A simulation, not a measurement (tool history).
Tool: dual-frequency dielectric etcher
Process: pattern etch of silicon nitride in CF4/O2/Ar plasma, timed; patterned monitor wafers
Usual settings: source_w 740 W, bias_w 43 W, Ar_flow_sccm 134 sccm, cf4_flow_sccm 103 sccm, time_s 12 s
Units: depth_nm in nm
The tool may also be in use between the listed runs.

run,day,source_w,bias_w,Ar_flow_sccm,cf4_flow_sccm,time_s,wafers since the last listed run,hours since the last wet clean,hours since the last source power generator calibration,hours since the last bias power generator calibration,hours since the last Ar flow controller change,hours since the last CF4 flow controller change,hours since the last upper electrode change,hours since the gauge calibration,"read-back reference wafer on the same gauge, depth_nm",depth_nm
1,0,740,43,108,103,13.5,0,163.6,424.5,363.6,4015.3,143.5,3232.5,460.4,33.21,33.07
2,4.35,740,43,166,103,10,1350,268,528.9,468,4119.7,247.9,3336.9,564.8,33.23,22.27
# day 6.85: upper electrode replaced
3,6.871,740,43,134,103,12,472,328.5,589.4,528.5,4180.2,308.4,0.5,625.3,33.19,27.91
4,10.238,740,43,134,125,12,1045,409.3,670.2,609.3,4261,389.2,81.3,706.1,33.19,28.63
5,13.758,740,43,134,120,12,1092,493.8,754.7,693.8,4345.5,473.7,165.8,790.6,33.23,27.91
6,15.446,620,43,134,85,12,523,534.3,795.2,734.3,4386,514.2,206.3,831.1,33.23,23.17
7,18.05,740,43,134,113,12,808,596.8,857.7,796.8,4448.5,576.7,268.8,893.6,33.22,27.68
8,19.95,740,51,134,103,12,589,642.4,903.3,842.4,4494.1,622.3,314.4,939.2,33.18,29.57
# day 22.829: wet clean of the chamber
9,23.542,680,43,134,103,12,804,17.1,989.5,928.6,4580.3,708.5,400.6,1025.4,33.21,26.67
10,27.371,740,51,145,103,12,1188,109,1081.4,1020.5,4672.2,800.4,492.5,1117.3,33.19,30.37
# day 28.554: Ar flow controller replaced
11,31.833,740,49,134,103,12,1307,216.1,1188.5,1127.6,78.7,907.5,599.6,1224.4,33.18,29.56
12,33.962,620,43,134,103,9.5,660,267.2,1239.6,1178.7,129.8,958.6,650.7,1275.5,33.17,19.28
13,36.604,740,43,134,103,12,820,330.6,1303,1242.1,193.2,1022,714.1,1338.9,33.22,28.06
14,39.825,740,43,147,85,12,999,407.9,1380.3,1319.4,270.5,1099.3,791.4,1416.2,33.21,27.2
15,41.625,830,38,159,103,12,558,451.1,1423.5,1362.6,313.7,1142.5,834.6,1459.4,33.21,28.25
16,45.304,740,43,159,103,12,1142,539.4,1511.8,1450.9,402,1230.8,922.9,1547.7,33.18,26.89
17,48.267,740,43,134,103,12,919,610.5,1582.9,1522,473.1,1301.9,994,1618.8,33.18,27.25
18,52.233,740,43,134,103,12,1231,705.7,1678.1,1617.2,568.3,1397.1,1089.2,1714,33.25,27.26
19,54.492,890,43,134,103,12,701,759.9,1732.3,1671.4,622.5,1451.3,1143.4,1768.2,33.18,31.89
# day 57.85: wet clean of the chamber
20,58.775,740,43,156,103,12,1019,22.2,1835.1,1774.2,725.3,1554.1,1246.2,1871,33.23,27.79
21,61.704,740,50,134,88,12,909,92.5,1905.4,1844.5,795.6,1624.4,1316.5,1941.3,33.2,30
22,64.612,740,43,134,103,12,902,162.3,1975.2,1914.3,865.4,1694.2,1386.3,2011.1,33.19,28.34

Forecast each of these 3 alternatives for the next run:
A,64.629,740,36,134,103,12,5,162.7,1975.6,1914.7,865.8,1694.6,1386.7,2011.5,?,?
B,64.629,740,43,134,80,15,5,162.7,1975.6,1914.7,865.8,1694.6,1386.7,2011.5,?,?
C,64.629,740,36,106,88,10.5,5,162.7,1975.6,1914.7,865.8,1694.6,1386.7,2011.5,?,?

run,"read-back reference wafer on the same gauge, depth_nm",depth_nm
A,33.18,26.31
B,33.18,34.74
C,33.18,23.88
Without the tool's hidden state the same runs would have given:
run,depth_nm
A,26.27
B,34.65
C,23.86

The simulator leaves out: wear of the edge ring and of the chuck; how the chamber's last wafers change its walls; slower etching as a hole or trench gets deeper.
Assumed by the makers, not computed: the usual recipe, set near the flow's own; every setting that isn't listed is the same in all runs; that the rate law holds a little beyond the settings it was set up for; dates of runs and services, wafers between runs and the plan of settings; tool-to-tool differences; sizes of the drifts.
